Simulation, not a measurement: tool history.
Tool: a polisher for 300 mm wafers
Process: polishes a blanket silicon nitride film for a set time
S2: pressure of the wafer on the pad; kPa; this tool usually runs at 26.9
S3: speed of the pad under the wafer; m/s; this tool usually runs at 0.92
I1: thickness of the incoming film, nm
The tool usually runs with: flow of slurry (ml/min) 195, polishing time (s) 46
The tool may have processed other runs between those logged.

{"run": 1, "hour": 0.0, "flow of slurry (ml/min)": 195, "S2": 26.9, "S3": 0.92, "polishing time (s)": 46, "I1": 866.6, "film removed (angstrom)": 893}
{"run": 2, "hour": 34.6, "flow of slurry (ml/min)": 195, "S2": 23.4, "S3": 0.92, "polishing time (s)": 46, "I1": 865.4, "film removed (angstrom)": 806}
{"run": 3, "hour": 65.9, "flow of slurry (ml/min)": 195, "S2": 23.4, "S3": 0.92, "polishing time (s)": 46, "I1": 846.6, "film removed (angstrom)": 799}
{"hour": 86.8, "done": "worn pad replaced by a new one"}
{"run": 4, "hour": 97.1, "flow of slurry (ml/min)": 195, "S2": 20, "S3": 0.92, "polishing time (s)": 46, "I1": 854.9, "film removed (angstrom)": 719}
{"run": 5, "hour": 112.0, "flow of slurry (ml/min)": 195, "S2": 26.9, "S3": 0.92, "polishing time (s)": 46, "I1": 866.9, "film removed (angstrom)": 903}
{"run": 6, "hour": 147.2, "flow of slurry (ml/min)": 195, "S2": 26.9, "S3": 0.92, "polishing time (s)": 54, "I1": 849.9, "film removed (angstrom)": 1039}
{"run": 7, "hour": 171.1, "flow of slurry (ml/min)": 195, "S2": 26.9, "S3": 0.92, "polishing time (s)": 54, "I1": 848.4, "film removed (angstrom)": 1053}
{"hour": 182.9, "done": "head pressure recalibrated"}
{"run": 8, "hour": 189.5, "flow of slurry (ml/min)": 165, "S2": 26.9, "S3": 0.92, "polishing time (s)": 46, "I1": 866.1, "film removed (angstrom)": 970}
{"hour": 206.1, "done": "worn pad replaced by a new one"}
{"run": 9, "hour": 289.5, "flow of slurry (ml/min)": 195, "S2": 26.9, "S3": 0.92, "polishing time (s)": 46, "I1": 855, "film removed (angstrom)": 997}
{"hour": 316.9, "done": "worn pad replaced by a new one"}
{"run": 10, "hour": 319.9, "flow of slurry (ml/min)": 195, "S2": 26.9, "S3": 0.92, "polishing time (s)": 46, "I1": 862, "film removed (angstrom)": 969}
{"run": 11, "hour": 350.8, "flow of slurry (ml/min)": 195, "S2": 26.9, "S3": 0.92, "polishing time (s)": 54, "I1": 859.5, "film removed (angstrom)": 1187}
{"run": 12, "hour": 373.9, "flow of slurry (ml/min)": 135, "S2": 26.9, "S3": 0.66, "polishing time (s)": 57, "I1": 873.9, "film removed (angstrom)": 887}
{"run": 13, "hour": 393.2, "flow of slurry (ml/min)": 195, "S2": 26.9, "S3": 0.76, "polishing time (s)": 46, "I1": 856.5, "film removed (angstrom)": 857}
{"hour": 410.5, "done": "slurry nozzle cleaned"}
{"run": 14, "hour": 417.4, "flow of slurry (ml/min)": 195, "S2": 26.9, "S3": 0.92, "polishing time (s)": 46, "I1": 871, "film removed (angstrom)": 974}
{"hour": 425.1, "done": "worn pad replaced by a new one"}
{"run": 15, "hour": 433.9, "flow of slurry (ml/min)": 195, "S2": 26.9, "S3": 1.12, "polishing time (s)": 46, "I1": 872.4, "film removed (angstrom)": 1118}
{"run": 16, "hour": 453.7, "flow of slurry (ml/min)": 195, "S2": 26.9, "S3": 0.92, "polishing time (s)": 46, "I1": 843.2, "film removed (angstrom)": 977}
{"run": 17, "hour": 469.7, "flow of slurry (ml/min)": 230, "S2": 21.4, "S3": 0.72, "polishing time (s)": 38, "I1": 857.9, "film removed (angstrom)": 540}
{"run": 18, "hour": 503.2, "flow of slurry (ml/min)": 195, "S2": 26.9, "S3": 0.92, "polishing time (s)": 46, "I1": 873.7, "film removed (angstrom)": 965}
{"hour": 519.8, "done": "worn pad replaced by a new one"}
{"run": 19, "hour": 520.3, "flow of slurry (ml/min)": 220, "S2": 26.9, "S3": 1.12, "polishing time (s)": 32, "I1": 847.5, "film removed (angstrom)": 794}
{"run": 20, "hour": 539.3, "flow of slurry (ml/min)": 195, "S2": 33.8, "S3": 0.74, "polishing time (s)": 59, "I1": 865.3, "film removed (angstrom)": 1258}

Below are 3 alternative next runs, each starting from the tool's condition after run 20. Predict each:
{"run": "A", "hour": 539.7, "flow of slurry (ml/min)": 235, "S2": 26.9, "S3": 0.92, "polishing time (s)": 46, "I1": 866.1, "film removed (angstrom)": "?"}
{"run": "B", "hour": 539.7, "flow of slurry (ml/min)": 195, "S2": 31.7, "S3": 1.22, "polishing time (s)": 46, "I1": 866.1, "film removed (angstrom)": "?"}
{"run": "C", "hour": 539.7, "flow of slurry (ml/min)": 195, "S2": 26.9, "S3": 0.82, "polishing time (s)": 58, "I1": 866.1, "film removed (angstrom)": "?"}

run=A film_removed_(angstrom)=982
run=B film_removed_(angstrom)=1383
run=C film_removed_(angstrom)=1109
Without the tool's unlogged condition, the same runs would have read:
run=A film_removed_(angstrom)=1011
run=B film_removed_(angstrom)=1424
run=C film_removed_(angstrom)=1142
